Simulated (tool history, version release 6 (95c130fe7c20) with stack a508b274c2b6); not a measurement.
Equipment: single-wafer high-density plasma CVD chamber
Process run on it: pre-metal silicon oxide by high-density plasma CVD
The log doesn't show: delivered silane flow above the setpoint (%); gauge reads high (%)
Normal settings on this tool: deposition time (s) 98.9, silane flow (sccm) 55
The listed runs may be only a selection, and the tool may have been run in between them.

run	hour	deposition time (s)	silane flow (sccm)	wafers since the last listed run	hours since the silane flow controller was replaced	hours since the gauge calibration	read-back reference wafer on the same gauge, thickness_nm	mean film thickness on the monitor wafer (nm)
1	0.0	98.9	62	0	3356.8	78.3	614.986	647.516
2	29.6	98.9	62	221	3386.4	107.9	615.169	650.230
3	55.4	98.9	55	192	3412.2	133.7	614.810	581.758
4	97.2	98.9	55	312	3454.0	175.5	615.069	581.960
5	117.7	98.9	55	153	3474.5	196.0	615.189	582.994
6	139.6	98.9	55	163	3496.4	217.9	615.167	582.333
7	173.8	98.9	55	255	3530.6	252.1	614.995	582.368
8	202.4	98.9	55	213	3559.2	280.7	614.553	582.328
9	235.1	98.9	55	244	3591.9	313.4	614.753	582.668
10	250.7	83.4	55	116	3607.5	329.0	615.166	491.248
# hour 277.9: gauge calibrated
11	280.6	98.9	58	223	3637.4	2.7	614.400	612.474
# hour 294.0: silane flow controller replaced
12	310.7	110.3	47	165	16.7	32.8	615.043	504.260
13	337.2	115.0	59	198	43.2	59.3	615.018	647.496
14	369.5	105.0	44	241	75.5	91.6	614.873	453.590
# hour 390.3: silane flow controller replaced, repeated, since the last time left the tool worse
15	390.8	98.9	62	99	0.5	112.9	615.140	625.052
16	410.0	98.9	55	143	19.7	132.1	615.316	560.274
17	423.1	115.4	48	97	32.8	145.2	615.146	578.306
18	449.7	98.9	49	198	59.4	171.8	614.707	504.335
19	485.1	110.6	61	264	94.8	207.2	614.980	688.568

3 ways to go on from here, each from the tool as it stands after run 19. What would each give?
A	485.5	98.9	61	2	95.2	207.6	?	?
B	485.5	115.9	47	2	95.2	207.6	?	?
C	485.5	117.5	63	2	95.2	207.6	?	?

run	read-back reference wafer on the same gauge, thickness_nm	mean film thickness on the monitor wafer (nm)
A	615.117	617.817
B	615.117	571.045
C	615.117	756.163
Without the tool's unlogged condition, the same runs would have read:
run	mean film thickness on the monitor wafer (nm)
A	618.724
B	571.884
C	757.274

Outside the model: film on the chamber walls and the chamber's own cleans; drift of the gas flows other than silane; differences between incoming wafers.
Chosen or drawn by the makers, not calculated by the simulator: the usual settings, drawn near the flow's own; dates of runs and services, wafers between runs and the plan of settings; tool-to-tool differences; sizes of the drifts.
